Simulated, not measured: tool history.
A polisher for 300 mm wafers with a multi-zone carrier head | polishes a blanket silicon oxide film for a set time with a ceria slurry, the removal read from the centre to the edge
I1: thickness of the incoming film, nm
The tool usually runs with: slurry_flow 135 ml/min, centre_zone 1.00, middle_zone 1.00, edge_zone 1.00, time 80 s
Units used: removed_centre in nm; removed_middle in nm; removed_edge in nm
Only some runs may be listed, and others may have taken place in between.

{"run": 1, "day": 0.0, "slurry_flow": 135, "centre_zone": 1.0, "middle_zone": 1.0, "edge_zone": 0.94, "time": 80, "I1": 1438.0, "removed_centre": 208.5, "removed_middle": 208.6, "removed_edge": 201.9}
{"run": 2, "day": 0.429, "slurry_flow": 135, "centre_zone": 1.0, "middle_zone": 1.0, "edge_zone": 0.94, "time": 80, "I1": 1413.2, "removed_centre": 204.0, "removed_middle": 209.6, "removed_edge": 205.3}
{"run": 3, "day": 1.862, "slurry_flow": 135, "centre_zone": 1.0, "middle_zone": 1.0, "edge_zone": 0.94, "time": 80, "I1": 1412.7, "removed_centre": 202.3, "removed_middle": 207.4, "removed_edge": 201.4}
{"day": 2.188, "done": "worn pad replaced by a new one"}
{"run": 4, "day": 2.454, "slurry_flow": 135, "centre_zone": 1.0, "middle_zone": 1.0, "edge_zone": 1.0, "time": 80, "I1": 1422.0, "removed_centre": 215.5, "removed_middle": 215.8, "removed_edge": 214.2}
{"run": 5, "day": 3.075, "slurry_flow": 135, "centre_zone": 1.0, "middle_zone": 1.0, "edge_zone": 1.0, "time": 80, "I1": 1402.1, "removed_centre": 206.2, "removed_middle": 211.3, "removed_edge": 212.7}
{"run": 6, "day": 3.704, "slurry_flow": 165, "centre_zone": 1.07, "middle_zone": 1.09, "edge_zone": 1.11, "time": 80, "I1": 1401.8, "removed_centre": 229.6, "removed_middle": 236.8, "removed_edge": 225.0}
{"run": 7, "day": 4.325, "slurry_flow": 135, "centre_zone": 1.0, "middle_zone": 1.0, "edge_zone": 1.0, "time": 80, "I1": 1396.7, "removed_centre": 206.2, "removed_middle": 212.8, "removed_edge": 209.8}
{"run": 8, "day": 4.658, "slurry_flow": 135, "centre_zone": 1.05, "middle_zone": 1.0, "edge_zone": 0.96, "time": 80, "I1": 1431.5, "removed_centre": 217.1, "removed_middle": 208.9, "removed_edge": 205.5}
{"day": 5.188, "done": "centre zone pressure recalibrated"}
{"day": 5.504, "done": "edge zone pressure recalibrated"}
{"run": 9, "day": 5.838, "slurry_flow": 110, "centre_zone": 1.0, "middle_zone": 1.0, "edge_zone": 1.11, "time": 68, "I1": 1404.3, "removed_centre": 166.1, "removed_middle": 172.5, "removed_edge": 181.8}
{"run": 10, "day": 6.283, "slurry_flow": 135, "centre_zone": 1.0, "middle_zone": 1.0, "edge_zone": 1.0, "time": 70, "I1": 1406.8, "removed_centre": 182.1, "removed_middle": 181.9, "removed_edge": 184.1}
{"day": 6.612, "done": "worn pad replaced by a new one"}
{"run": 11, "day": 6.925, "slurry_flow": 135, "centre_zone": 1.0, "middle_zone": 1.0, "edge_zone": 1.0, "time": 105, "I1": 1417.8, "removed_centre": 271.2, "removed_middle": 280.3, "removed_edge": 282.5}
{"run": 12, "day": 7.275, "slurry_flow": 135, "centre_zone": 1.0, "middle_zone": 1.0, "edge_zone": 1.0, "time": 80, "I1": 1425.2, "removed_centre": 210.2, "removed_middle": 214.4, "removed_edge": 213.1}
{"run": 13, "day": 7.658, "slurry_flow": 170, "centre_zone": 1.0, "middle_zone": 1.09, "edge_zone": 1.0, "time": 80, "I1": 1419.3, "removed_centre": 214.3, "removed_middle": 234.2, "removed_edge": 216.8}
{"run": 14, "day": 7.908, "slurry_flow": 135, "centre_zone": 1.1, "middle_zone": 0.94, "edge_zone": 1.0, "time": 96, "I1": 1434.9, "removed_centre": 275.7, "removed_middle": 238.7, "removed_edge": 251.0}
{"run": 15, "day": 8.412, "slurry_flow": 170, "centre_zone": 1.08, "middle_zone": 0.94, "edge_zone": 1.0, "time": 63, "I1": 1419.3, "removed_centre": 182.6, "removed_middle": 160.7, "removed_edge": 168.3}
{"run": 16, "day": 8.821, "slurry_flow": 150, "centre_zone": 0.94, "middle_zone": 1.0, "edge_zone": 1.06, "time": 80, "I1": 1396.4, "removed_centre": 193.9, "removed_middle": 213.8, "removed_edge": 217.3}
{"run": 17, "day": 9.4, "slurry_flow": 175, "centre_zone": 1.0, "middle_zone": 0.94, "edge_zone": 0.95, "time": 106, "I1": 1393.6, "removed_centre": 280.7, "removed_middle": 272.1, "removed_edge": 277.5}

Run 18 comes next. What will it give?
{"run": 18, "day": 9.708, "slurry_flow": 115, "centre_zone": 0.97, "middle_zone": 1.0, "edge_zone": 0.93, "time": 80, "I1": 1390.6, "removed_centre": "?", "removed_middle": "?", "removed_edge": "?"}

{"run 18": {"removed_centre": 192.4, "removed_middle": 200.7, "removed_edge": 197.4}}
Take away the tool's hidden state, keep the run-to-run variation as it was, and the same run would have given removed_centre 202.7 nm, removed_middle 211.5 nm, removed_edge 208.0 nm.
